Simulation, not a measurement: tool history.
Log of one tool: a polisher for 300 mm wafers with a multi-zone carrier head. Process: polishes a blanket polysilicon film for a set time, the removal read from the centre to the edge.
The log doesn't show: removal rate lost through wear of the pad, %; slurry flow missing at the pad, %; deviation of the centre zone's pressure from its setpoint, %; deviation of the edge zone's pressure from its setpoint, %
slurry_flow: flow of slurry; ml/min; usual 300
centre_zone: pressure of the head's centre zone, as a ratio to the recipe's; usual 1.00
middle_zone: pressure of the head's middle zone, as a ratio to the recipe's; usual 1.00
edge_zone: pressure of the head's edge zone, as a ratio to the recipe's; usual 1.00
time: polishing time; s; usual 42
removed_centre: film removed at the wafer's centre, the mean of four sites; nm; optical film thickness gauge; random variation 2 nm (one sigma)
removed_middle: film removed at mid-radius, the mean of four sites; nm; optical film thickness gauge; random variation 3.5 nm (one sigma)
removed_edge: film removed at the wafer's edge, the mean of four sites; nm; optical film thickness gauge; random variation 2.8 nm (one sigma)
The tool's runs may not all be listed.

run    hour  slurry_flow  centre_zone  middle_zone  edge_zone  time  wafers since the last listed run  wafers polished on this pad  hours since the slurry nozzle was cleaned  hours since the centre zone pressure was calibrated  hours since the edge zone pressure was calibrated  hours since the carrier head's membrane was replaced  incoming thickness of the incoming film, nm  removed_centre  removed_middle  removed_edge
  1     0.0          300         0.94         1.00       1.00    42                                 0                         2774                                      529.7                                                 50.3                                             1221.2                                                  39.9                                       1002.2           265.4           279.3         293.3
  2    40.7          300         0.94         1.00       1.00    42                               538                         3312                                      570.4                                                 91.0                                             1261.9                                                  80.6                                        988.0           263.9           274.2         289.9
       54.1  -- slurry nozzle cleaned
  3   111.9          300         1.00         1.00       1.02    42                               928                         4240                                       57.8                                                162.2                                             1333.1                                                 151.8                                        981.6           280.8           276.9         293.4
      140.4  -- worn pad replaced by a new one
      172.6  -- edge zone pressure recalibrated
  4   173.1          300         1.06         1.04       1.00    42                               729                          406                                      119.0                                                223.4                                                0.5                                                 213.0                                       1004.2           313.0           302.2         307.2
  5   209.5          325         1.00         1.12       1.10    42                               481                          887                                      155.4                                                259.8                                               36.9                                                 249.4                                        993.1           293.9           315.7         314.1
  6   260.5          300         1.00         0.93       1.00    42                               674                         1561                                      206.4                                                310.8                                               87.9                                                 300.4                                        985.4           292.6           266.4         294.5
  7   323.4          300         1.00         1.00       1.00    42                               831                         2393                                      269.3                                                373.7                                              150.8                                                 363.3                                        994.4           291.6           285.3         294.1
  8   348.4          345         1.00         1.06       1.00    34                               330                         2723                                      294.3                                                398.7                                              175.8                                                 388.3                                        996.2           240.5           242.2         242.7
  9   395.3          300         0.96         1.00       1.08    35                               620                         3343                                      341.2                                                445.6                                              222.7                                                 435.2                                        987.2           233.4           234.8         254.5
 10   458.4          300         1.00         1.00       1.00    42                               834                         4178                                      404.3                                                508.7                                              285.8                                                 498.3                                        989.6           297.3           279.9         287.6
      523.0  -- worn pad replaced by a new one
 11   550.2          300         0.94         0.94       0.91    29                              1160                          360                                      496.1                                                600.5                                              377.6                                                 590.1                                        995.5           205.9           188.8         201.9
      579.6  -- centre zone pressure recalibrated
 12   593.8          300         1.06         1.10       1.00    42                               549                          910                                      539.7                                                 14.2                                              421.2                                                 633.7                                        995.1           316.1           314.1         294.7
 13   658.9          300         1.00         1.00       1.00    42                               860                         1770                                      604.8                                                 79.3                                              486.3                                                 698.8                                        974.3           298.0           288.3         291.9
 14   687.6          300         0.89         1.06       1.00    42                               379                         2150                                      633.5                                                108.0                                              515.0                                                 727.5                                       1000.4           262.4           291.1         293.8
      702.3  -- slurry nozzle cleaned
 15   752.8          300         1.00         1.00       1.00    42                               848                         2999                                       50.5                                                173.2                                              580.2                                                 792.7                                        990.3           294.2           283.2         286.8
 16   813.9          370         1.00         1.00       1.00    42                               807                         3806                                      111.6                                                234.3                                              641.3                                                 853.8                                        985.2           300.7           290.1         299.0
 17   883.2          250         1.00         1.00       0.93    42                               916                         4723                                      180.9                                                303.6                                              710.6                                                 923.1                                        995.0           288.0           275.3         274.2
      943.4  -- worn pad replaced by a new one
 18   946.4          300         1.09         1.00       1.00    42                               782                           40                                      244.1                                                366.8                                              773.8                                                 986.3                                        984.1           340.3           296.3         305.5
 19   984.8          300         1.00         1.00       1.00    42                               507                          547                                      282.5                                                405.2                                              812.2                                                1024.7                                        984.7           308.0           293.4         304.0
 20  1010.5          300         1.00         1.00       1.00    42                               339                          887                                      308.2                                                430.9                                              837.9                                                1050.4                                        995.4           304.7           296.6         300.2
 21  1046.1          300         0.94         1.04       1.00    35                               470                         1358                                      343.8                                                466.5                                              873.5                                                1086.0                                       1002.8           240.6           245.2         242.3
 22  1071.2          270         0.97         1.00       1.06    42                               331                         1689                                      368.9                                                491.6                                              898.6                                                1111.1                                        973.4           294.3           284.0         303.4
 23  1121.1          300         1.00         1.00       1.00    42                               659                         2349                                      418.8                                                541.5                                              948.5                                                1161.0                                        995.6           307.4           283.0         289.0

Forecast each of these 3 alternatives for the next run:
  A  1121.5          300         1.00         1.00       1.00    42                                 5                         2354                                      419.2                                                541.9                                              948.9                                                1161.4                                        992.3               ?               ?             ?
  B  1121.5          395         1.07         1.09       1.00    42                                 5                         2354                                      419.2                                                541.9                                              948.9                                                1161.4                                        992.3               ?               ?             ?
  C  1121.5          300         1.00         1.00       0.96    42                                 5                         2354                                      419.2                                                541.9                                              948.9                                                1161.4                                        992.3               ?               ?             ?

run  removed_centre  removed_middle  removed_edge
  A           309.6           285.0         296.2
  B           340.7           314.4         301.7
  C           309.6           285.0         290.5
Without the tool's hidden state the same runs would have given:
run  removed_centre  removed_middle  removed_edge
  A           303.4           299.6         311.3
  B           334.0           330.5         317.1
  C           303.4           299.7         305.3
